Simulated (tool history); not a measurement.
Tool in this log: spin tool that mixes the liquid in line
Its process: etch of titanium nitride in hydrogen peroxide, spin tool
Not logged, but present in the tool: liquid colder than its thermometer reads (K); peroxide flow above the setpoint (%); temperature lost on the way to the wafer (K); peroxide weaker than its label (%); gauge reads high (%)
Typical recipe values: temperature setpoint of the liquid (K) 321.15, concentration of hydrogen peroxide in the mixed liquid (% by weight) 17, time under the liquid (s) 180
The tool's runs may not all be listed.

| run | day | temperature setpoint of the liquid (K) | concentration of hydrogen peroxide in the mixed liquid (% by weight) | time under the liquid (s) | wafers since the last listed run | hours since the thermometer was replaced | hours since the peroxide flow meter was replaced | hours since the heated supply line was repaired | hours since the drum of peroxide was connected | hours since the gauge calibration | read-back film thickness of the titanium nitride reference wafer, read on the same gauge (nm) | thickness taken off the titanium nitride on a monitor wafer (nm) |
|---|---|---|---|---|---|---|---|---|---|---|---|---|
| 1 | 0 | 319.15 | 17 | 260 | 0 | 2418.6 | 115 | 1191.4 | 843.3 | 3245.3 | 129.994 | 4.777 |
| 2 | 2.742 | 319.15 | 17 | 260 | 306 | 2484.4 | 180.8 | 1257.2 | 909.1 | 3311.1 | 130.016 | 4.775 |
| 3 | 5.071 | 321.15 | 17 | 180 | 260 | 2540.3 | 236.7 | 1313.1 | 965 | 3367 | 129.999 | 3.815 |
|  | 6.804 | thermometer replaced |
| 4 | 8.3 | 321.15 | 17 | 180 | 356 | 35.9 | 314.2 | 1390.6 | 1042.5 | 3444.5 | 130.034 | 3.842 |
|  | 11.462 | new drum of peroxide connected |
|  | 11.921 | gauge calibrated |
| 5 | 12.208 | 321.15 | 17 | 180 | 431 | 129.7 | 408 | 1484.4 | 17.9 | 6.9 | 130.008 | 3.842 |
|  | 14.225 | peroxide flow meter replaced, repeated, since the last time left the tool worse |
| 6 | 14.246 | 321.15 | 17 | 180 | 222 | 178.6 | 0.5 | 1533.3 | 66.8 | 55.8 | 130.052 | 3.762 |
| 7 | 16.608 | 314.65 | 18.5 | 180 | 263 | 235.3 | 57.2 | 1590 | 123.5 | 112.5 | 130.011 | 2.349 |
| 8 | 19.146 | 321.15 | 17 | 235 | 283 | 296.2 | 118.1 | 1650.9 | 184.4 | 173.4 | 129.973 | 4.846 |
| 9 | 20.912 | 321.15 | 17 | 180 | 197 | 338.6 | 160.5 | 1693.3 | 226.8 | 215.8 | 129.998 | 3.728 |
| 10 | 25.371 | 317.65 | 14.5 | 180 | 497 | 445.6 | 267.5 | 1800.3 | 333.8 | 322.8 | 130.025 | 2.796 |
| 11 | 28.642 | 314.65 | 18.5 | 95 | 365 | 524.1 | 346 | 1878.8 | 412.3 | 401.3 | 129.949 | 1.241 |
| 12 | 34.467 | 316.15 | 15 | 180 | 650 | 663.9 | 485.8 | 2018.6 | 552.1 | 541.1 | 129.985 | 2.534 |
| 13 | 38.888 | 330.15 | 12 | 180 | 493 | 770 | 591.9 | 2124.7 | 658.2 | 647.2 | 130 | 6.666 |
|  | 38.95 | peroxide flow meter replaced |
| 14 | 40.688 | 321.15 | 20.5 | 180 | 196 | 813.2 | 41.7 | 2167.9 | 701.4 | 690.4 | 130.009 | 3.872 |
| 15 | 42.65 | 316.15 | 15.5 | 130 | 219 | 860.3 | 88.8 | 2215 | 748.5 | 737.5 | 130.031 | 1.833 |
| 16 | 45.017 | 326.65 | 13 | 230 | 264 | 917.1 | 145.6 | 2271.8 | 805.3 | 794.3 | 130 | 6.705 |
|  | 45.9 | heated supply line repaired |
|  | 51.392 | new drum of peroxide connected |
| 17 | 58.012 | 323.65 | 13.5 | 265 | 1442 | 1229 | 457.5 | 290.7 | 158.9 | 1106.2 | 130.019 | 6.248 |
| 18 | 60.608 | 321.15 | 18.5 | 145 | 289 | 1291.3 | 519.8 | 353 | 221.2 | 1168.5 | 130.065 | 3.049 |
| 19 | 63.429 | 321.15 | 17 | 180 | 315 | 1359 | 587.5 | 420.7 | 288.9 | 1236.2 | 130.006 | 3.792 |
|  | 65.721 | peroxide flow meter replaced |
| 20 | 66.512 | 321.15 | 18.5 | 130 | 339 | 1433 | 19 | 494.7 | 362.9 | 1310.2 | 129.981 | 2.734 |
| 21 | 70.683 | 321.15 | 17 | 180 | 465 | 1533.1 | 119.1 | 594.8 | 463 | 1410.3 | 129.979 | 3.747 |
| 22 | 73.604 | 321.15 | 17 | 180 | 326 | 1603.2 | 189.2 | 664.9 | 533.1 | 1480.4 | 130.024 | 3.79 |
| 23 | 75.533 | 329.65 | 13 | 90 | 215 | 1649.5 | 235.5 | 711.2 | 579.4 | 1526.7 | 129.995 | 3.227 |
| 24 | 77.408 | 311.65 | 15 | 180 | 209 | 1694.5 | 280.5 | 756.2 | 624.4 | 1571.7 | 130.002 | 1.779 |
| 25 | 79.692 | 317.65 | 19 | 75 | 255 | 1749.3 | 335.3 | 811 | 679.2 | 1626.5 | 129.972 | 1.243 |
| 26 | 82.121 | 321.15 | 21.5 | 180 | 271 | 1807.6 | 393.6 | 869.3 | 737.5 | 1684.8 | 129.999 | 3.953 |

Branching from run 26: 3 alternative next runs. What would each branch give?
| A | 82.142 | 321.15 | 17 | 180 | 2 | 1808.1 | 394.1 | 869.8 | 738 | 1685.3 | ? | ? |
| B | 82.142 | 316.15 | 19.5 | 280 | 2 | 1808.1 | 394.1 | 869.8 | 738 | 1685.3 | ? | ? |
| C | 82.142 | 314.15 | 20 | 245 | 2 | 1808.1 | 394.1 | 869.8 | 738 | 1685.3 | ? | ? |

| run | read-back film thickness of the titanium nitride reference wafer, read on the same gauge (nm) | thickness taken off the titanium nitride on a monitor wafer (nm) |
|---|---|---|
| A | 130.017 | 3.739 |
| B | 130.017 | 4.13 |
| C | 130.017 | 3.122 |
Stripped of hidden state, with their random variation kept, the same runs would have yielded:
| run | thickness taken off the titanium nitride on a monitor wafer (nm) |
|---|---|
| A | 3.706 |
| B | 4.094 |
| C | 3.094 |
